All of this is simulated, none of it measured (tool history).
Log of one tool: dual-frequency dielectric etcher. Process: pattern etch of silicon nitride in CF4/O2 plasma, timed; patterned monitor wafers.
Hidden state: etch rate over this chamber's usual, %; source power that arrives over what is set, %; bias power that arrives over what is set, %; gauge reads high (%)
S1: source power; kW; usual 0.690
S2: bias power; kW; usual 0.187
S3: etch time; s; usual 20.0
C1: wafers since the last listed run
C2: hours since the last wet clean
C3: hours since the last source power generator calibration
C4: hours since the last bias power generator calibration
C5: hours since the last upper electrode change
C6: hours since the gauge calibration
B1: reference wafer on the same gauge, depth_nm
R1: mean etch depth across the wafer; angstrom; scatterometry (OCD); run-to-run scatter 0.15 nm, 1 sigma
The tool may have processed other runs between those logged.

run,hour,S1,S2,S3,C1,C2,C3,C4,C5,C6,B1,R1
1,0.0,0.690,0.187,22.5,0,410.4,2801.1,1671.8,2684.3,95.6,49.7,695
2,11.1,0.690,0.187,22.5,117,421.5,2812.2,1682.9,2695.4,106.7,49.7,695
# hour 13.9: gauge calibrated
3,22.6,0.690,0.187,22.5,122,433.0,2823.7,1694.4,2706.9,8.7,49.7,693
4,30.2,0.690,0.187,20.0,80,440.6,2831.3,1702.0,2714.5,16.3,49.7,618
5,38.8,0.690,0.187,20.0,91,449.2,2839.9,1710.6,2723.1,24.9,49.7,620
6,49.8,0.690,0.187,20.0,116,460.2,2850.9,1721.6,2734.1,35.9,49.7,621
# hour 76.5: upper electrode replaced, of another model than before
# hour 78.6: source power generator calibrated
# hour 92.7: wet clean of the chamber
7,93.2,0.690,0.187,16.5,33,0.5,14.6,1765.0,16.7,79.3,49.7,493
8,93.5,0.690,0.187,16.5,3,0.8,14.9,1765.3,17.0,79.6,49.7,492
9,93.8,0.650,0.187,17.0,3,1.1,15.2,1765.6,17.3,79.9,49.7,494
10,100.7,0.650,0.187,17.0,73,8.0,22.1,1772.5,24.2,86.8,49.7,494
11,108.9,0.810,0.157,15.5,87,16.2,30.3,1780.7,32.4,95.0,49.7,457
12,125.3,0.770,0.145,16.0,174,32.6,46.7,1797.1,48.8,111.4,49.8,441
13,139.2,0.580,0.187,17.5,147,46.5,60.6,1811.0,62.7,125.3,49.7,483
# hour 145.9: gauge calibrated
14,153.9,0.690,0.175,22.0,156,61.2,75.3,1825.7,77.4,8.0,49.7,639
15,162.6,0.630,0.187,25.0,92,69.9,84.0,1834.4,86.1,16.7,49.7,717
# hour 178.4: bias power generator calibrated
16,179.2,0.690,0.164,20.0,133,86.5,100.6,0.8,102.7,33.3,49.7,563
17,190.0,0.690,0.187,20.0,114,97.3,111.4,11.6,113.5,44.1,49.7,600
18,199.3,0.620,0.149,20.0,98,106.6,120.7,20.9,122.8,53.4,49.7,506

Run 19, settings as shown, results not yet in. Your forecast:
19,216.6,0.770,0.215,18.0,183,123.9,138.0,38.2,140.1,70.7,?,?

B1: 49.7
R1: 612 angstrom
Without the tool's hidden state the same run would have given R1 607 angstrom.

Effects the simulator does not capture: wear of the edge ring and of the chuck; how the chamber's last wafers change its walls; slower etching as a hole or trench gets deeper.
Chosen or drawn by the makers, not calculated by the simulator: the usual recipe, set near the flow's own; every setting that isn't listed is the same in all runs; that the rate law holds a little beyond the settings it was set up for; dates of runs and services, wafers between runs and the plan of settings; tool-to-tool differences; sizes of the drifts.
